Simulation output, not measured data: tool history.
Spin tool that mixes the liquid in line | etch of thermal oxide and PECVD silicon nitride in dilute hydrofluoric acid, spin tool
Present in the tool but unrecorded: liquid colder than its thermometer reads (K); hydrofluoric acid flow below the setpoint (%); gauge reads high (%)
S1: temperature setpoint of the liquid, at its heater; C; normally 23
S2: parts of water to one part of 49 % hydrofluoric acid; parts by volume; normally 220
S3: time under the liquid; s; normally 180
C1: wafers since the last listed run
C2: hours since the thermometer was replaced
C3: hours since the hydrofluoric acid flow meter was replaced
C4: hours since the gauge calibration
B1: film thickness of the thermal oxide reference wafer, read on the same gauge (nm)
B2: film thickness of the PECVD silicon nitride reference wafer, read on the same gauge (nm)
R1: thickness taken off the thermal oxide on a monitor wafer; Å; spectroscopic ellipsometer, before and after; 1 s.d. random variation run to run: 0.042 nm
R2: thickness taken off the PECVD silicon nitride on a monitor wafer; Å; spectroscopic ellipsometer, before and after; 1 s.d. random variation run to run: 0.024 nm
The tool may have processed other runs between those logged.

run 1 hour=0 | S1=23 S2=275 S3=180 | C1=0 C2=706.2 C3=314.5 C4=1181.2 | B1=99.992 B2=150.005 | R1=26.42 R2=20.01
run 2 hour=28 | S1=23 S2=275 S3=180 | C1=125 C2=734.2 C3=342.5 C4=1209.2 | B1=100.009 B2=150.009 | R1=26.6 R2=19.99
run 3 hour=93.7 | S1=23 S2=275 S3=180 | C1=294 C2=799.9 C3=408.2 C4=1274.9 | B1=99.996 B2=149.966 | R1=26.54 R2=19.7
run 4 hour=291 | S1=23 S2=220 S3=215 | C1=883 C2=997.2 C3=605.5 C4=1472.2 | B1=99.962 B2=149.999 | R1=41.51 R2=29.07
-- hour=360.4 hydrofluoric acid flow meter replaced
run 5 hour=360.9 | S1=23 S2=220 S3=215 | C1=308 C2=1067.1 C3=0.5 C4=1542.1 | B1=99.977 B2=150.001 | R1=41.33 R2=29.35
run 6 hour=400.1 | S1=23 S2=220 S3=215 | C1=175 C2=1106.3 C3=39.7 C4=1581.3 | B1=99.998 B2=149.999 | R1=41.9 R2=29.65
run 7 hour=439.4 | S1=23 S2=220 S3=225 | C1=175 C2=1145.6 C3=79 C4=1620.6 | B1=99.974 B2=149.984 | R1=44.42 R2=30.95
run 8 hour=490.9 | S1=23 S2=220 S3=225 | C1=230 C2=1197.1 C3=130.5 C4=1672.1 | B1=100.002 B2=150.007 | R1=44.61 R2=31.19
-- hour=514.4 gauge calibrated
run 9 hour=561.7 | S1=23 S2=220 S3=180 | C1=316 C2=1267.9 C3=201.3 C4=47.3 | B1=100.028 B2=149.96 | R1=35.2 R2=24.86
run 10 hour=624.1 | S1=23 S2=220 S3=180 | C1=279 C2=1330.3 C3=263.7 C4=109.7 | B1=99.989 B2=150.022 | R1=35.3 R2=24.27
run 11 hour=690.1 | S1=27 S2=220 S3=180 | C1=295 C2=1396.3 C3=329.7 C4=175.7 | B1=100.014 B2=150.033 | R1=41.05 R2=31.89
run 12 hour=720.6 | S1=27 S2=220 S3=180 | C1=136 C2=1426.8 C3=360.2 C4=206.2 | B1=99.979 B2=150.001 | R1=40.81 R2=31.76
run 13 hour=790.9 | S1=25 S2=220 S3=180 | C1=314 C2=1497.1 C3=430.5 C4=276.5 | B1=100.052 B2=150.022 | R1=38.24 R2=27.71
run 14 hour=821 | S1=23 S2=220 S3=180 | C1=134 C2=1527.2 C3=460.6 C4=306.6 | B1=99.978 B2=150.003 | R1=34.28 R2=24.49
-- hour=934.6 hydrofluoric acid flow meter replaced
run 15 hour=1007.1 | S1=20.5 S2=270 S3=125 | C1=828 C2=1713.3 C3=72.5 C4=492.7 | B1=99.992 B2=149.992 | R1=16.95 R2=12.07
-- hour=1020.5 thermometer replaced
run 16 hour=1049.9 | S1=19 S2=155 S3=75 | C1=187 C2=29.4 C3=115.3 C4=535.5 | B1=100.02 B2=150.01 | R1=18.81 R2=11.23
run 17 hour=1109 | S1=19.5 S2=220 S3=240 | C1=264 C2=88.5 C3=174.4 C4=594.6 | B1=99.961 B2=149.991 | R1=41.04 R2=26.48
run 18 hour=1147.1 | S1=19.5 S2=220 S3=240 | C1=170 C2=126.6 C3=212.5 C4=632.7 | B1=100.003 B2=150.04 | R1=41.28 R2=26.07
run 19 hour=1213.3 | S1=18.5 S2=260 S3=80 | C1=296 C2=192.8 C3=278.7 C4=698.9 | B1=99.949 B2=149.972 | R1=10.58 R2=6.9
run 20 hour=1259.3 | S1=23 S2=220 S3=180 | C1=205 C2=238.8 C3=324.7 C4=744.9 | B1=99.99 B2=149.979 | R1=34.16 R2=24.85
run 21 hour=1330.5 | S1=20 S2=220 S3=150 | C1=318 C2=310 C3=395.9 C4=816.1 | B1=100.001 B2=149.993 | R1=25.49 R2=16.9
run 22 hour=1381.6 | S1=19 S2=160 S3=180 | C1=228 C2=361.1 C3=447 C4=867.2 | B1=100.041 B2=150.001 | R1=44.55 R2=26.21
run 23 hour=1448.8 | S1=23 S2=290 S3=180 | C1=300 C2=428.3 C3=514.2 C4=934.4 | B1=99.98 B2=150.004 | R1=25.11 R2=18.56
-- hour=1482.9 hydrofluoric acid flow meter replaced
run 24 hour=1498.6 | S1=23 S2=180 S3=240 | C1=218 C2=478.1 C3=15.7 C4=984.2 | B1=100.003 B2=150.009 | R1=57.95 R2=39.86

For each entry between runs, how does the tool's hidden state at the last listed run before it compare with that at the first listed run after it?
Run 4 -> run 5: hydrofluoric acid flow meter replaced (hour 360.4)
  the hidden state is the same at both runs
Run 8 -> run 9: gauge calibrated (hour 514.4)
  the hidden state is the same at both runs
Run 14 -> run 15: hydrofluoric acid flow meter replaced (hour 934.6)
  the hidden state is the same at both runs
Run 15 -> run 16: thermometer replaced (hour 1020.5)
  the hidden state is the same at both runs
Run 23 -> run 24: hydrofluoric acid flow meter replaced (hour 1482.9)
  the hidden state is the same at both runs

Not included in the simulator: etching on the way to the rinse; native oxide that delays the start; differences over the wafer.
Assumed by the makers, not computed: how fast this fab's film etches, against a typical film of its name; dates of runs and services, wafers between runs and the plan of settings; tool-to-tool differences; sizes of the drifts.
